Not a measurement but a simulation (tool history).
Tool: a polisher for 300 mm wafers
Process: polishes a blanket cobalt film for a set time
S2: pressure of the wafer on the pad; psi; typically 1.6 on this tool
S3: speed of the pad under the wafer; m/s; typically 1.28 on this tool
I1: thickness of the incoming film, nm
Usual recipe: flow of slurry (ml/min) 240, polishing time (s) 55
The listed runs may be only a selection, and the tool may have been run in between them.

Run 1, hour 0.0: usual settings; I1 1254.7. Result: film removed (nm) 306.4.
Run 2, hour 42.9: usual settings; I1 1248.4. Result: film removed (nm) 295.8.
At hour 69.2: worn pad replaced by a new one.
At hour 86.5: slurry nozzle cleaned.
Run 3, hour 110.5: usual settings; I1 1257.8. Result: film removed (nm) 323.4.
Run 4, hour 179.9: usual settings; I1 1270.0. Result: film removed (nm) 319.8.
Run 5, hour 219.9: usual settings; I1 1261.8. Result: film removed (nm) 320.7.
Run 6, hour 298.2: usual settings; I1 1239.2. Result: film removed (nm) 309.5.
Run 7, hour 372.2: usual settings; I1 1236.3. Result: film removed (nm) 308.5.
Run 8, hour 426.9: usual settings; I1 1260.7. Result: film removed (nm) 309.5.
Run 9, hour 461.3: usual settings; I1 1245.8. Result: film removed (nm) 308.0.
Run 10, hour 549.7: usual settings; I1 1256.8. Result: film removed (nm) 307.5.
At hour 560.5: worn pad replaced by a new one.
At hour 603.7: slurry nozzle cleaned.
Run 11, hour 616.0: usual settings; I1 1238.8. Result: film removed (nm) 316.4.
Run 12, hour 659.0: usual settings but polishing time (s) 61; I1 1262.7. Result: film removed (nm) 349.8.
Run 13, hour 706.7: usual settings but polishing time (s) 61; I1 1228.2. Result: film removed (nm) 348.4.
At hour 764.4: head pressure recalibrated.
Run 14, hour 768.7: usual settings but polishing time (s) 61; I1 1246.8. Result: film removed (nm) 340.3.
Run 15, hour 800.1: usual settings; I1 1242.5. Result: film removed (nm) 309.6.
Run 16, hour 871.3: usual settings; I1 1236.7. Result: film removed (nm) 311.1.
Run 17, hour 906.7: usual settings; I1 1274.1. Result: film removed (nm) 306.2.
Run 18, hour 939.7: usual settings; I1 1232.9. Result: film removed (nm) 302.6.
Run 19, hour 1002.3: usual settings but flow of slurry (ml/min) 165, S3 1.04 m/s, polishing time (s) 50; I1 1252.5. Result: film removed (nm) 225.8.
Run 20, hour 1031.5: usual settings; I1 1250.2. Result: film removed (nm) 300.8.
At hour 1043.4: slurry nozzle cleaned.
At hour 1052.6: worn pad replaced by a new one.
Run 21, hour 1195.6: usual settings; I1 1247.0. Result: film removed (nm) 312.2.
Run 22, hour 1251.8: usual settings but S3 1.64 m/s; I1 1235.9. Result: film removed (nm) 368.5.
Run 23, hour 1294.6: usual settings but flow of slurry (ml/min) 325, S3 1.02 m/s; I1 1249.3. Result: film removed (nm) 283.2.
Run 24, hour 1443.4: usual settings but polishing time (s) 69; I1 1245.0. Result: film removed (nm) 376.6.
At hour 1473.9: worn pad replaced by a new one.
At hour 1489.9: slurry nozzle cleaned.
Run 25, hour 1511.0: usual settings but S2 2.1 psi, S3 1.54 m/s; I1 1250.2. Result: film removed (nm) 468.7.
Run 26, hour 1712.0: usual settings but flow of slurry (ml/min) 165, polishing time (s) 65; I1 1274.8. Result: film removed (nm) 342.4.
Run 27, hour 1736.3: usual settings but S2 1.3 psi, S3 1.72 m/s, polishing time (s) 48; I1 1267.4. Result: film removed (nm) 272.0.
Run 28, hour 1773.6: usual settings but flow of slurry (ml/min) 265, S3 1.54 m/s; I1 1270.2. Result: film removed (nm) 343.2.
At hour 1781.2: head pressure recalibrated.
Run 29, hour 1831.3: usual settings but polishing time (s) 49; I1 1257.4. Result: film removed (nm) 269.2.
Run 30, hour 1870.3: usual settings but flow of slurry (ml/min) 310, S2 1.1 psi, S3 1.48 m/s, polishing time (s) 40; I1 1265.4. Result: film removed (nm) 174.3.
At hour 1915.4: slurry nozzle cleaned.
Run 31, hour 1916.6: usual settings; I1 1241.3. Result: film removed (nm) 304.6.
Run 32, hour 1960.5: usual settings; I1 1227.1. Result: film removed (nm) 300.1.
At hour 1990.4: worn pad replaced by a new one.
Run 33, hour 1991.5: usual settings but S2 2.1 psi, polishing time (s) 45; I1 1255.6. Result: film removed (nm) 351.3.
Run 34, hour 2028.4: usual settings but flow of slurry (ml/min) 155, polishing time (s) 67; I1 1270.8. Result: film removed (nm) 363.7.

Run 35, settings as shown, results not yet in. Your forecast:
Run 35, hour 2079.8: usual settings but polishing time (s) 72; I1 1254.2. Result: film removed (nm) ?.

{"run 35": {"film removed (nm)": 422.3}}
On a tool with no hidden condition, and with the same random variation, this run would have come out at film removed (nm) 428.2.
